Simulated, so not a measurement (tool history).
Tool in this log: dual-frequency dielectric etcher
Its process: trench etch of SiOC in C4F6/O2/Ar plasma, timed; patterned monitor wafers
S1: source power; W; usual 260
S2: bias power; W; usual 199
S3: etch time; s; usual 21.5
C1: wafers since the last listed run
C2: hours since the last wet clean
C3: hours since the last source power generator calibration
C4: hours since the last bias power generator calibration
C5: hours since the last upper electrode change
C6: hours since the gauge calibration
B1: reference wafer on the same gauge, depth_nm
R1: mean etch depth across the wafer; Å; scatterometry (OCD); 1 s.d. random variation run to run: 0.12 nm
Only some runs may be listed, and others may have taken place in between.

{"run": 1, "day": 0.0, "S1": 260, "S2": 199, "S3": 21.5, "C1": 0, "C2": 227, "C3": 4000.4, "C4": 1116.9, "C5": 2929.9, "C6": 329.2, "B1": 34.79, "R1": 378.8}
{"run": 2, "day": 2.517, "S1": 260, "S2": 199, "S3": 21.5, "C1": 630, "C2": 287.4, "C3": 4060.8, "C4": 1177.3, "C5": 2990.3, "C6": 389.6, "B1": 34.8, "R1": 381.1}
{"run": 3, "day": 4.267, "S1": 260, "S2": 199, "S3": 21.5, "C1": 438, "C2": 329.4, "C3": 4102.8, "C4": 1219.3, "C5": 3032.3, "C6": 431.6, "B1": 34.78, "R1": 383.5}
{"run": 4, "day": 6.033, "S1": 260, "S2": 199, "S3": 18, "C1": 442, "C2": 371.8, "C3": 4145.2, "C4": 1261.7, "C5": 3074.7, "C6": 474, "B1": 34.82, "R1": 321.6}
{"run": 5, "day": 10.075, "S1": 260, "S2": 199, "S3": 18, "C1": 1011, "C2": 468.8, "C3": 4242.2, "C4": 1358.7, "C5": 3171.7, "C6": 571, "B1": 34.79, "R1": 324}
{"day": 11.708, "done": "wet clean of the chamber"}
{"run": 6, "day": 14.038, "S1": 260, "S2": 229, "S3": 25, "C1": 741, "C2": 55.9, "C3": 4337.3, "C4": 1453.8, "C5": 3266.8, "C6": 666.1, "B1": 34.79, "R1": 463}
{"day": 15.696, "done": "upper electrode replaced"}
{"run": 7, "day": 16.225, "S1": 260, "S2": 237, "S3": 21.5, "C1": 297, "C2": 108.4, "C3": 4389.8, "C4": 1506.3, "C5": 12.7, "C6": 718.6, "B1": 34.81, "R1": 405.9}
{"run": 8, "day": 19.121, "S1": 260, "S2": 237, "S3": 21.5, "C1": 724, "C2": 177.9, "C3": 4459.3, "C4": 1575.8, "C5": 82.2, "C6": 788.1, "B1": 34.81, "R1": 406.8}
{"run": 9, "day": 22.2, "S1": 260, "S2": 199, "S3": 16, "C1": 770, "C2": 251.8, "C3": 4533.2, "C4": 1649.7, "C5": 156.1, "C6": 862, "B1": 34.8, "R1": 285.6}
{"day": 23.054, "done": "source power generator calibrated"}
{"day": 24.775, "done": "bias power generator calibrated"}
{"run": 10, "day": 26.342, "S1": 280, "S2": 166, "S3": 16, "C1": 953, "C2": 351.2, "C3": 78.9, "C4": 37.6, "C5": 255.5, "C6": 961.4, "B1": 34.81, "R1": 276.4}
{"run": 11, "day": 30.012, "S1": 280, "S2": 166, "S3": 16, "C1": 919, "C2": 439.3, "C3": 167, "C4": 125.7, "C5": 343.6, "C6": 1049.5, "B1": 34.8, "R1": 278.4}
{"day": 33.358, "done": "wet clean of the chamber"}
{"run": 12, "day": 34.375, "S1": 280, "S2": 166, "S3": 16, "C1": 841, "C2": 24.4, "C3": 271.7, "C4": 230.4, "C5": 448.3, "C6": 1154.2, "B1": 34.8, "R1": 270}
{"day": 36.217, "done": "gauge calibrated"}
{"run": 13, "day": 36.7, "S1": 220, "S2": 199, "S3": 18.5, "C1": 582, "C2": 80.2, "C3": 327.5, "C4": 286.2, "C5": 504.1, "C6": 11.6, "B1": 34.8, "R1": 299.8}
{"run": 14, "day": 39.408, "S1": 290, "S2": 178, "S3": 25, "C1": 678, "C2": 145.2, "C3": 392.5, "C4": 351.2, "C5": 569.1, "C6": 76.6, "B1": 34.8, "R1": 446.2}
{"run": 15, "day": 43.838, "S1": 260, "S2": 161, "S3": 21.5, "C1": 1108, "C2": 251.5, "C3": 498.8, "C4": 457.5, "C5": 675.4, "C6": 182.9, "B1": 34.82, "R1": 349.3}
{"run": 16, "day": 45.646, "S1": 280, "S2": 218, "S3": 26.5, "C1": 452, "C2": 294.9, "C3": 542.2, "C4": 500.9, "C5": 718.8, "C6": 226.3, "B1": 34.83, "R1": 507.3}
{"run": 17, "day": 48.229, "S1": 210, "S2": 180, "S3": 25.5, "C1": 646, "C2": 356.9, "C3": 604.2, "C4": 562.9, "C5": 780.8, "C6": 288.3, "B1": 34.81, "R1": 391.7}

Each row is a separate what-if for the run after 17, all from the same tool condition, not one after another. Results?
{"run": "A", "day": 48.246, "S1": 260, "S2": 199, "S3": 21.5, "C1": 4, "C2": 357.3, "C3": 604.6, "C4": 563.3, "C5": 781.2, "C6": 288.7, "B1": "?", "R1": "?"}
{"run": "B", "day": 48.246, "S1": 280, "S2": 243, "S3": 26.5, "C1": 4, "C2": 357.3, "C3": 604.6, "C4": 563.3, "C5": 781.2, "C6": 288.7, "B1": "?", "R1": "?"}
{"run": "C", "day": 48.246, "S1": 300, "S2": 214, "S3": 23.5, "C1": 4, "C2": 357.3, "C3": 604.6, "C4": 563.3, "C5": 781.2, "C6": 288.7, "B1": "?", "R1": "?"}
{"run": "D", "day": 48.246, "S1": 230, "S2": 243, "S3": 26.5, "C1": 4, "C2": 357.3, "C3": 604.6, "C4": 563.3, "C5": 781.2, "C6": 288.7, "B1": "?", "R1": "?"}
{"run": "E", "day": 48.246, "S1": 220, "S2": 166, "S3": 21.5, "C1": 4, "C2": 357.3, "C3": 604.6, "C4": 563.3, "C5": 781.2, "C6": 288.7, "B1": "?", "R1": "?"}

run=A B1=34.79 R1=383.5
run=B B1=34.79 R1=530.8
run=C B1=34.79 R1=462.4
run=D B1=34.79 R1=482
run=E B1=34.79 R1=327.5
Without the tool's unlogged condition, the same runs would have read:
run=A R1=373.4
run=B R1=516.8
run=C R1=450.2
run=D R1=469.3
run=E R1=318.9
